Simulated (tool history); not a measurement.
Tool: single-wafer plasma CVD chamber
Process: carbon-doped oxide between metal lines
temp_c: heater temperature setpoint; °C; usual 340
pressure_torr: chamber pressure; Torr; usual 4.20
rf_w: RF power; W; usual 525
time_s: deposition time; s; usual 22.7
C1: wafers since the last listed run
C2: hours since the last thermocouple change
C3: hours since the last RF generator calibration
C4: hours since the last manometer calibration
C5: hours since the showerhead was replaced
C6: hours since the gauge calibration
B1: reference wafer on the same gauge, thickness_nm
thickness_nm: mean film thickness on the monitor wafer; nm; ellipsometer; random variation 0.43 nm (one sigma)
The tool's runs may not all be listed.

Run 1, hour 0.0: usual settings; C1 0; C2 1508.5; C3 1782.7; C4 504.5; C5 2935.0; C6 406.0; B1 126.998. Result: thickness_nm 115.683 nm.
Run 2, hour 88.0: usual settings; C1 1837; C2 1596.5; C3 1870.7; C4 592.5; C5 3023.0; C6 494.0; B1 126.849. Result: thickness_nm 115.866 nm.
Run 3, hour 128.3: usual settings but temp_c 347 °C; C1 841; C2 1636.8; C3 1911.0; C4 632.8; C5 3063.3; C6 534.3; B1 126.729. Result: thickness_nm 113.287 nm.
Run 4, hour 183.7: usual settings but temp_c 347 °C; C1 1156; C2 1692.2; C3 1966.4; C4 688.2; C5 3118.7; C6 589.7; B1 126.883. Result: thickness_nm 112.712 nm.
Run 5, hour 250.1: usual settings but temp_c 347 °C; C1 1386; C2 1758.6; C3 2032.8; C4 754.6; C5 3185.1; C6 656.1; B1 126.724. Result: thickness_nm 112.851 nm.
At hour 282.3: gauge calibrated.
Run 6, hour 319.3: usual settings; C1 1445; C2 1827.8; C3 2102.0; C4 823.8; C5 3254.3; C6 37.0; B1 129.619. Result: thickness_nm 117.899 nm.
Run 7, hour 346.7: usual settings; C1 572; C2 1855.2; C3 2129.4; C4 851.2; C5 3281.7; C6 64.4; B1 129.368. Result: thickness_nm 117.469 nm.
Run 8, hour 378.2: usual settings; C1 657; C2 1886.7; C3 2160.9; C4 882.7; C5 3313.2; C6 95.9; B1 128.915. Result: thickness_nm 117.712 nm.
Run 9, hour 443.1: usual settings but temp_c 333 °C, pressure_torr 4.68 Torr; C1 1355; C2 1951.6; C3 2225.8; C4 947.6; C5 3378.1; C6 160.8; B1 128.456. Result: thickness_nm 121.517 nm.
At hour 501.7: capacitance manometer re-zeroed and calibrated.
At hour 528.0: thermocouple changed; heater temperature recalibrated.
At hour 612.6: showerhead replaced.
Run 10, hour 636.6: usual settings but temp_c 333 °C, pressure_torr 4.68 Torr; C1 3539; C2 108.6; C3 2419.3; C4 134.9; C5 24.0; C6 354.3; B1 127.474. Result: thickness_nm 121.426 nm.
Run 11, hour 664.0: usual settings but pressure_torr 3.38 Torr, rf_w 625 W; C1 572; C2 136.0; C3 2446.7; C4 162.3; C5 51.4; C6 381.7; B1 127.382. Result: thickness_nm 133.659 nm.
Run 12, hour 696.7: usual settings but temp_c 347 °C, pressure_torr 4.83 Torr, time_s 24.0 s; C1 682; C2 168.7; C3 2479.4; C4 195.0; C5 84.1; C6 414.4; B1 127.383. Result: thickness_nm 121.284 nm.
Run 13, hour 739.1: usual settings but temp_c 347 °C, pressure_torr 3.66 Torr, rf_w 470 W, time_s 20.7 s; C1 885; C2 211.1; C3 2521.8; C4 237.4; C5 126.5; C6 456.8; B1 127.191. Result: thickness_nm 90.526 nm.
Run 14, hour 791.8: usual settings; C1 1100; C2 263.8; C3 2574.5; C4 290.1; C5 179.2; C6 509.5; B1 127.164. Result: thickness_nm 115.561 nm.
At hour 813.8: gauge calibrated.
At hour 817.4: RF generator calibrated.
Run 15, hour 834.1: usual settings but temp_c 345 °C; C1 716; C2 306.1; C3 16.7; C4 332.4; C5 221.5; C6 20.3; B1 129.914. Result: thickness_nm 116.402 nm.
Run 16, hour 945.9: usual settings but pressure_torr 3.47 Torr; C1 2334; C2 417.9; C3 128.5; C4 444.2; C5 333.3; C6 132.1; B1 128.642. Result: thickness_nm 115.540 nm.
Run 17, hour 992.5: usual settings but temp_c 333 °C, pressure_torr 4.50 Torr; C1 973; C2 464.5; C3 175.1; C4 490.8; C5 379.9; C6 178.7; B1 128.313. Result: thickness_nm 120.868 nm.
Run 18, hour 1033.2: usual settings but rf_w 615 W; C1 849; C2 505.2; C3 215.8; C4 531.5; C5 420.6; C6 219.4; B1 128.018. Result: thickness_nm 134.444 nm.
Run 19, hour 1078.5: usual settings; C1 946; C2 550.5; C3 261.1; C4 576.8; C5 465.9; C6 264.7; B1 127.778. Result: thickness_nm 115.325 nm.
Run 20, hour 1127.0: usual settings; C1 1012; C2 599.0; C3 309.6; C4 625.3; C5 514.4; C6 313.2; B1 127.566. Result: thickness_nm 116.595 nm.

The tool's hidden state at each run:
wafer temperature above the value expected at the setpoint (K): 0 in every run
delivered RF power above the setpoint (%): 0 in every run
true pressure above the setpoint (%): 0 in every run
H1: gauge reads high (%)
run       H1
  1     -2.3
  2    -2.42
  3    -2.46
  4    -2.51
  5    -2.55
  6   -0.237
  7   -0.508
  8   -0.777
  9    -1.22
 10    -1.94
 11       -2
 12    -2.06
 13    -2.12
 14    -2.19
 15  -0.0828
 16    -1.07
 17    -1.35
 18    -1.54
 19    -1.72
 20    -1.87

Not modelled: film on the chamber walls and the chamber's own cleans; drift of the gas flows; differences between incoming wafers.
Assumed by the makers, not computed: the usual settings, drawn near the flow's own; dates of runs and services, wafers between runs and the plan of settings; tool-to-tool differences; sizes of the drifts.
